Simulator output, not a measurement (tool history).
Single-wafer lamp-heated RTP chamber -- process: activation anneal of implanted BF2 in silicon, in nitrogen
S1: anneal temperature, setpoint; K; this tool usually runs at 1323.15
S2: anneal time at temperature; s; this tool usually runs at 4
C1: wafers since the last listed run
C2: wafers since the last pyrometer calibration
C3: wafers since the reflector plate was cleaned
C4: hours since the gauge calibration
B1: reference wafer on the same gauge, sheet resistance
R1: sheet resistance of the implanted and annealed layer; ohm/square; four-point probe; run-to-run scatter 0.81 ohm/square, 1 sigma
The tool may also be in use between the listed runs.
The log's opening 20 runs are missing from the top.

Run 21, hour 520.5: usual settings but S1 1352.15 K, S2 3 s; C1 414; C2 7752; C3 4147; C4 98.4; B1 521.24. Result: R1 545.02 ohm/square.
Run 22, hour 554.7: usual settings but S1 1345.15 K; C1 456; C2 8208; C3 4603; C4 132.6; B1 521.77. Result: R1 546.15 ohm/square.
Run 23, hour 573.8: usual settings but S1 1351.15 K, S2 3 s; C1 254; C2 8463; C3 4858; C4 151.7; B1 521.74. Result: R1 547.01 ohm/square.
Run 24, hour 587.1: usual settings but S1 1332.15 K, S2 6 s; C1 177; C2 8640; C3 5036; C4 165; B1 522.14. Result: R1 540.85 ohm/square.
Run 25, hour 609.7: usual settings; C1 301; C2 8942; C3 5337; C4 187.6; B1 522.19. Result: R1 544.89 ohm/square.
Run 26, hour 636.8: usual settings but S2 6 s; C1 361; C2 9303; C3 5699; C4 214.7; B1 522.16. Result: R1 544.53 ohm/square.
At hour 653.1: pyrometer window cleaned and pyrometer calibrated.
Run 27, hour 702.2: usual settings but S1 1341.15 K, S2 5 s; C1 765; C2 655; C3 6465; C4 280.1; B1 522.94. Result: R1 545.37 ohm/square.
At hour 737.8: reflector plate cleaned.
Run 28, hour 786.3: usual settings; C1 1015; C2 1670; C3 646; C4 364.2; B1 523.51. Result: R1 546.47 ohm/square.
Run 29, hour 807.3: usual settings but S1 1312.15 K; C1 280; C2 1950; C3 927; C4 385.2; B1 523.9. Result: R1 546.7 ohm/square.
Run 30, hour 822.7: usual settings but S1 1331.15 K, S2 3 s; C1 205; C2 2156; C3 1132; C4 400.6; B1 524.03. Result: R1 547.77 ohm/square.
Run 31, hour 841.6: usual settings but S1 1294.15 K, S2 6 s; C1 252; C2 2408; C3 1384; C4 419.5; B1 523.96. Result: R1 544.93 ohm/square.
Run 32, hour 858.6: usual settings but S1 1340.15 K; C1 226; C2 2635; C3 1611; C4 436.5; B1 524.1. Result: R1 546.75 ohm/square.
Run 33, hour 883.6: usual settings; C1 333; C2 2968; C3 1944; C4 461.5; B1 524.4. Result: R1 547.22 ohm/square.
Run 34, hour 899.3: usual settings; C1 209; C2 3178; C3 2154; C4 477.2; B1 524.79. Result: R1 547.13 ohm/square.
Run 35, hour 932.4: usual settings but S1 1339.15 K, S2 3 s; C1 441; C2 3619; C3 2596; C4 510.3; B1 524.93. Result: R1 549.13 ohm/square.
Run 36, hour 966.7: usual settings but S1 1297.15 K, S2 3 s; C1 457; C2 4077; C3 3053; C4 544.6; B1 525.01. Result: R1 548.58 ohm/square.

Alternative continuations, all from the tool just after run 36; predict every row:
Run A, hour 967.1: usual settings but S1 1336.15 K; C1 5; C2 4082; C3 3058; C4 545; B1 ?. Result: R1 ?.
Run B, hour 967.1: usual settings but S1 1345.15 K, S2 3 s; C1 5; C2 4082; C3 3058; C4 545; B1 ?. Result: R1 ?.
Run C, hour 967.1: usual settings but S1 1299.15 K, S2 3 s; C1 5; C2 4082; C3 3058; C4 545; B1 ?. Result: R1 ?.
Run D, hour 967.1: usual settings but S1 1333.15 K, S2 6 s; C1 5; C2 4082; C3 3058; C4 545; B1 ?. Result: R1 ?.
Run E, hour 967.1: usual settings but S1 1301.15 K; C1 5; C2 4082; C3 3058; C4 545; B1 ?. Result: R1 ?.

run      B1      R1
  A  524.97  547.73
  B  524.97  549.02
  C  524.97  548.32
  D  524.97  545.81
  E  524.97  547.74
With the hidden condition removed and each run's random variation left untouched, the same runs would have given:
run      R1
  A  542.43
  B   543.7
  C     543
  D  540.52
  E  542.43
